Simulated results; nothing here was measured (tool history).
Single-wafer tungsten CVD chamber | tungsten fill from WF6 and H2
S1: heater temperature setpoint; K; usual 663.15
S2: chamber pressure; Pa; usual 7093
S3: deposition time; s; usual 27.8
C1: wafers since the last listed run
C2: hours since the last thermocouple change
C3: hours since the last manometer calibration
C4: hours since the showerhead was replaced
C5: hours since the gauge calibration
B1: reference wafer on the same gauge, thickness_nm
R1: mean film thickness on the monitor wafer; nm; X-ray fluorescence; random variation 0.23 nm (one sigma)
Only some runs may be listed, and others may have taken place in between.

run,hour,S1,S2,S3,C1,C2,C3,C4,C5,B1,R1
1,0,663.15,7093,27.8,0,2276.5,1563.6,2726,730.3,72.111,83.647
2,47.3,663.15,7093,27.8,999,2323.8,1610.9,2773.3,777.6,72.15,83.581
3,103.7,663.15,7093,27.8,1192,2380.2,1667.3,2829.7,834,72.15,83.558
4,169,668.15,5946,27.8,1380,2445.5,1732.6,2895,899.3,72.098,84.587
5,195.2,668.15,5946,27.8,553,2471.7,1758.8,2921.2,925.5,72.105,84.551
6,240.9,663.15,7093,27.8,966,2517.4,1804.5,2966.9,971.2,72.051,83.353
7,305.3,669.15,7093,25.6,1361,2581.8,1868.9,3031.3,1035.6,72.102,87.434
8,334.9,663.15,5826,27.8,625,2611.4,1898.5,3060.9,1065.2,72.134,74.241
9,369.3,663.15,7093,29.8,727,2645.8,1932.9,3095.3,1099.6,72.05,89.29
10,407.8,663.15,7093,27.8,813,2684.3,1971.4,3133.8,1138.1,72.09,82.993
# hour 448: gauge calibrated
11,453.4,663.15,8706,22.3,963,2729.9,2017,3179.4,5.4,72.079,73.813
12,511.1,670.15,5720,31.5,1219,2787.6,2074.7,3237.1,63.1,72.101,96.952
13,571.1,663.15,7093,27.8,1268,2847.6,2134.7,3297.1,123.1,72.034,82.415
# hour 604.8: thermocouple changed; heater temperature recalibrated
# hour 609.8: showerhead replaced, of another model than before
14,622,663.15,5973,32.7,800,17.2,2185.6,12.2,174,72.099,86.738
# hour 664.8: capacitance manometer re-zeroed and calibrated
15,684.3,663.15,7093,27.8,1147,79.5,19.5,74.5,236.3,72.137,87.182
16,749.6,672.15,8666,29.9,1380,144.8,84.8,139.8,301.6,72.042,133.175
17,806.4,663.15,6333,27.8,1200,201.6,141.6,196.6,358.4,72.074,78.617
18,838.6,658.15,7093,24.6,680,233.8,173.8,228.8,390.6,72.051,69.318
19,885.7,663.15,7093,27.8,995,280.9,220.9,275.9,437.7,72.029,87.58
20,945.1,663.15,7093,27.8,1255,340.3,280.3,335.3,497.1,72.126,87.668
21,993.7,651.15,7093,27.8,1027,388.9,328.9,383.9,545.7,72.083,66.171

The tool's hidden state at each run:
true pressure above the setpoint (%): 0 across all the runs
gauge reads high (%): 0 across all the runs
H1: wafer temperature above the value expected at the setpoint (K)
run,H1
1,-1.41
2,-1.46
3,-1.52
4,-1.59
5,-1.63
6,-1.68
7,-1.76
8,-1.79
9,-1.84
10,-1.88
11,-1.94
12,-2.02
13,-2.1
14,0.36
15,0.359
16,0.355
17,0.35
18,0.347
19,0.341
20,0.333
21,0.324
